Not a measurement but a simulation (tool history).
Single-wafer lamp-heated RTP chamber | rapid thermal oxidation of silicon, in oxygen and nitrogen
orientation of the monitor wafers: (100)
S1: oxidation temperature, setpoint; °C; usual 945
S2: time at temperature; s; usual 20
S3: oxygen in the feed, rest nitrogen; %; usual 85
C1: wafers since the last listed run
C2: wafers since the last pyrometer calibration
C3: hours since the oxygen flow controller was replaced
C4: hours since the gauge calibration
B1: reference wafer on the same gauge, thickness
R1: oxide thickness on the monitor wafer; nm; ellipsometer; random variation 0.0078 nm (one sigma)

{"run": 1, "hour": 0.0, "S1": 945, "S2": 20, "S3": 85, "C1": 0, "C2": 3892, "C3": 1404.1, "C4": 1630.2, "B1": 2.568, "R1": 2.77}
{"run": 2, "hour": 107.9, "S1": 945, "S2": 20, "S3": 85, "C1": 990, "C2": 4883, "C3": 1512.0, "C4": 1738.1, "B1": 2.569, "R1": 2.788}
{"hour": 210.1, "done": "pyrometer window cleaned and pyrometer calibrated"}
{"run": 3, "hour": 210.9, "S1": 945, "S2": 20, "S3": 85, "C1": 871, "C2": 6, "C3": 1615.0, "C4": 1841.1, "B1": 2.567, "R1": 2.838}
{"run": 4, "hour": 524.4, "S1": 945, "S2": 20, "S3": 85, "C1": 2877, "C2": 2884, "C3": 1928.5, "C4": 2154.6, "B1": 2.571, "R1": 2.864}
{"run": 5, "hour": 566.3, "S1": 945, "S2": 20, "S3": 85, "C1": 384, "C2": 3268, "C3": 1970.4, "C4": 2196.5, "B1": 2.571, "R1": 2.864}
{"run": 6, "hour": 669.1, "S1": 945, "S2": 20, "S3": 85, "C1": 943, "C2": 4212, "C3": 2073.2, "C4": 2299.3, "B1": 2.569, "R1": 2.88}
{"run": 7, "hour": 775.2, "S1": 945, "S2": 24, "S3": 85, "C1": 973, "C2": 5186, "C3": 2179.3, "C4": 2405.4, "B1": 2.567, "R1": 3.059}
{"hour": 789.3, "done": "pyrometer window cleaned and pyrometer calibrated, repeated, since the last time left the tool worse"}
{"run": 8, "hour": 837.0, "S1": 945, "S2": 24, "S3": 85, "C1": 493, "C2": 438, "C3": 2241.1, "C4": 2467.2, "B1": 2.57, "R1": 2.89}
{"run": 9, "hour": 926.4, "S1": 945, "S2": 20, "S3": 85, "C1": 820, "C2": 1258, "C3": 2330.5, "C4": 2556.6, "B1": 2.57, "R1": 2.76}
{"run": 10, "hour": 986.7, "S1": 945, "S2": 27, "S3": 85, "C1": 553, "C2": 1812, "C3": 2390.8, "C4": 2616.9, "B1": 2.569, "R1": 2.999}
{"run": 11, "hour": 1039.4, "S1": 945, "S2": 15, "S3": 85, "C1": 483, "C2": 2295, "C3": 2443.5, "C4": 2669.6, "B1": 2.568, "R1": 2.583}
{"run": 12, "hour": 1124.6, "S1": 945, "S2": 15, "S3": 85, "C1": 781, "C2": 3077, "C3": 2528.7, "C4": 2754.8, "B1": 2.57, "R1": 2.587}
{"run": 13, "hour": 1228.5, "S1": 945, "S2": 20, "S3": 85, "C1": 953, "C2": 4031, "C3": 2632.6, "C4": 2858.7, "B1": 2.569, "R1": 2.782}
{"run": 14, "hour": 1293.3, "S1": 945, "S2": 20, "S3": 85, "C1": 594, "C2": 4626, "C3": 2697.4, "C4": 2923.5, "B1": 2.57, "R1": 2.787}
{"hour": 1355.0, "done": "oxygen flow controller replaced"}
{"run": 15, "hour": 1355.5, "S1": 945, "S2": 20, "S3": 85, "C1": 497, "C2": 5123, "C3": 0.5, "C4": 2985.7, "B1": 2.572, "R1": 2.793}
{"hour": 1439.2, "done": "gauge calibrated"}
{"run": 16, "hour": 1455.5, "S1": 945, "S2": 26, "S3": 85, "C1": 917, "C2": 6041, "C3": 100.5, "C4": 16.3, "B1": 2.569, "R1": 3.022}
{"run": 17, "hour": 1491.7, "S1": 945, "S2": 20, "S3": 85, "C1": 332, "C2": 6373, "C3": 136.7, "C4": 52.5, "B1": 2.57, "R1": 2.811}
{"hour": 1630.1, "done": "pyrometer window cleaned and pyrometer calibrated"}
{"run": 18, "hour": 1659.1, "S1": 919, "S2": 14, "S3": 85, "C1": 1462, "C2": 266, "C3": 304.1, "C4": 219.9, "B1": 2.569, "R1": 2.315}
{"run": 19, "hour": 1740.7, "S1": 945, "S2": 20, "S3": 85, "C1": 748, "C2": 1015, "C3": 385.7, "C4": 301.5, "B1": 2.57, "R1": 2.725}
{"run": 20, "hour": 1834.2, "S1": 967, "S2": 20, "S3": 98, "C1": 858, "C2": 1873, "C3": 479.2, "C4": 395.0, "B1": 2.572, "R1": 3.169}
{"run": 21, "hour": 1882.8, "S1": 936, "S2": 16, "S3": 85, "C1": 446, "C2": 2319, "C3": 527.8, "C4": 443.6, "B1": 2.572, "R1": 2.508}
{"run": 22, "hour": 1932.4, "S1": 920, "S2": 20, "S3": 85, "C1": 455, "C2": 2774, "C3": 577.4, "C4": 493.2, "B1": 2.57, "R1": 2.496}
{"run": 23, "hour": 1991.6, "S1": 974, "S2": 23, "S3": 76, "C1": 543, "C2": 3318, "C3": 636.6, "C4": 552.4, "B1": 2.57, "R1": 3.253}
{"run": 24, "hour": 2098.8, "S1": 954, "S2": 15, "S3": 57, "C1": 983, "C2": 4302, "C3": 743.8, "C4": 659.6, "B1": 2.571, "R1": 2.501}
{"run": 25, "hour": 2199.5, "S1": 945, "S2": 15, "S3": 85, "C1": 924, "C2": 5226, "C3": 844.5, "C4": 760.3, "B1": 2.57, "R1": 2.604}
{"run": 26, "hour": 2261.4, "S1": 945, "S2": 20, "S3": 85, "C1": 568, "C2": 5794, "C3": 906.4, "C4": 822.2, "B1": 2.571, "R1": 2.772}
{"run": 27, "hour": 2328.4, "S1": 945, "S2": 20, "S3": 85, "C1": 614, "C2": 6409, "C3": 973.4, "C4": 889.2, "B1": 2.572, "R1": 2.805}
{"hour": 2339.1, "done": "pyrometer window cleaned and pyrometer calibrated"}
{"run": 28, "hour": 2427.3, "S1": 945, "S2": 20, "S3": 85, "C1": 834, "C2": 809, "C3": 1072.3, "C4": 988.1, "B1": 2.571, "R1": 2.735}
{"run": 29, "hour": 2524.7, "S1": 958, "S2": 28, "S3": 85, "C1": 893, "C2": 1703, "C3": 1169.7, "C4": 1085.5, "B1": 2.574, "R1": 3.238}
{"run": 30, "hour": 2562.7, "S1": 963, "S2": 29, "S3": 85, "C1": 348, "C2": 2051, "C3": 1207.7, "C4": 1123.5, "B1": 2.571, "R1": 3.392}
{"run": 31, "hour": 2617.3, "S1": 968, "S2": 13, "S3": 85, "C1": 501, "C2": 2553, "C3": 1262.3, "C4": 1178.1, "B1": 2.569, "R1": 2.721}
{"run": 32, "hour": 2653.5, "S1": 974, "S2": 20, "S3": 94, "C1": 332, "C2": 2885, "C3": 1298.5, "C4": 1214.3, "B1": 2.568, "R1": 3.262}
{"run": 33, "hour": 2697.4, "S1": 945, "S2": 20, "S3": 85, "C1": 402, "C2": 3288, "C3": 1342.4, "C4": 1258.2, "B1": 2.574, "R1": 2.758}
{"run": 34, "hour": 2765.7, "S1": 967, "S2": 20, "S3": 85, "C1": 626, "C2": 3915, "C3": 1410.7, "C4": 1326.5, "B1": 2.568, "R1": 3.083}
{"run": 35, "hour": 2850.9, "S1": 945, "S2": 20, "S3": 85, "C1": 781, "C2": 4697, "C3": 1495.9, "C4": 1411.7, "B1": 2.565, "R1": 2.786}
{"run": 36, "hour": 2948.2, "S1": 931, "S2": 20, "S3": 55, "C1": 893, "C2": 5590, "C3": 1593.2, "C4": 1509.0, "B1": 2.567, "R1": 2.47}
{"run": 37, "hour": 3001.9, "S1": 959, "S2": 11, "S3": 98, "C1": 492, "C2": 6082, "C3": 1646.9, "C4": 1562.7, "B1": 2.571, "R1": 2.62}
{"run": 38, "hour": 3058.3, "S1": 934, "S2": 11, "S3": 98, "C1": 517, "C2": 6600, "C3": 1703.3, "C4": 1619.1, "B1": 2.568, "R1": 2.397}
{"run": 39, "hour": 3105.8, "S1": 945, "S2": 14, "S3": 98, "C1": 435, "C2": 7036, "C3": 1750.8, "C4": 1666.6, "B1": 2.569, "R1": 2.627}

What the log doesn't show, run by run:
deviation of the oxygen flow from its setpoint, %: 0 in every run
gauge reads high (%): 0 in every run
H1: true wafer temperature minus pyrometer reading, K
run=1 H1=3.75
run=2 H1=4.58
run=3 H1=8.59
run=4 H1=11
run=5 H1=11.4
run=6 H1=12.2
run=7 H1=13
run=8 H1=1.53
run=9 H1=2.22
run=10 H1=2.69
run=11 H1=3.1
run=12 H1=3.76
run=13 H1=4.57
run=14 H1=5.07
run=15 H1=5.56
run=16 H1=6.33
run=17 H1=6.61
run=18 H1=0.338
run=19 H1=0.972
run=20 H1=1.7
run=21 H1=2.08
run=22 H1=2.46
run=23 H1=2.92
run=24 H1=3.75
run=25 H1=4.54
run=26 H1=5.02
run=27 H1=5.54
run=28 H1=1.07
run=29 H1=1.83
run=30 H1=2.12
run=31 H1=2.55
run=32 H1=2.83
run=33 H1=3.17
run=34 H1=3.7
run=35 H1=4.36
run=36 H1=5.12
run=37 H1=5.54
run=38 H1=5.97
run=39 H1=6.34
